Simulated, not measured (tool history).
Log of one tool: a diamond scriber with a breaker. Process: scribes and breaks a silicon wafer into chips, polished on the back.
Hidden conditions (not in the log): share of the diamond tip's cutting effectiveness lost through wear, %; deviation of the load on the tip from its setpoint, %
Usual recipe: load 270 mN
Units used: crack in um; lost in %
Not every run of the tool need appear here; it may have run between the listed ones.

run	hour	load	wafers since the last listed run	hours since the diamond tip was replaced	hours since the load on the tip was calibrated	incoming depth of the damage left on the back of the incoming wafer, um	crack	lost
1	0	308	0	240	274.8	0.02	8.42	5.48
2	49.8	308	137	289.8	324.6	0.01	8.35	5.23
3	78	308	77	318	352.8	0.02	8.3	4.85
4	138.5	270	166	378.5	413.3	0.02	7.22	2.41
5	198.9	270	166	438.9	473.7	0.02	7.27	2.56
6	229.6	270	84	469.6	504.4	0.03	7.13	2.94
7	270.4	270	112	510.4	545.2	0.04	7.29	3.24
8	329.4	224	162	569.4	604.2	0.04	5.85	20.78
9	375.4	213	126	615.4	650.2	0.05	5.45	31.42
10	432.7	270	158	672.7	707.5	0.04	6.78	5.25
# hour 441.5: load on the tip recalibrated
# hour 452.4: diamond tip replaced by a new one, of another model than before
11	476.8	325	110	24.4	35.3	0.05	8.54	6.87
12	518.9	240	116	66.5	77.4	0.05	6.95	4.25
13	552.1	270	91	99.7	110.6	0.02	7.5	2
14	604.8	294	145	152.4	163.3	0.04	7.86	3.12
15	668.9	214	176	216.5	227.4	0.03	6.27	11.43
16	710.5	321	114	258.1	269	0.05	8.48	5.73
17	768.4	270	159	316	326.9	0.03	7.42	2.26

Each row is a separate what-if for the run after 17, all from the same tool condition, not one after another. Results?
A	768.9	313	1	316.5	327.4	0.02	?	?
B	768.9	230	1	316.5	327.4	0.02	?	?
C	768.9	196	1	316.5	327.4	0.02	?	?

run	crack	lost
A	8.21	4.32
B	6.56	7.79
C	5.82	20.43
The same runs, with their run-to-run variation unchanged, on a tool lacking any hidden condition would have given:
run	crack	lost
A	8.39	5.52
B	6.7	6.21
C	5.95	17.72

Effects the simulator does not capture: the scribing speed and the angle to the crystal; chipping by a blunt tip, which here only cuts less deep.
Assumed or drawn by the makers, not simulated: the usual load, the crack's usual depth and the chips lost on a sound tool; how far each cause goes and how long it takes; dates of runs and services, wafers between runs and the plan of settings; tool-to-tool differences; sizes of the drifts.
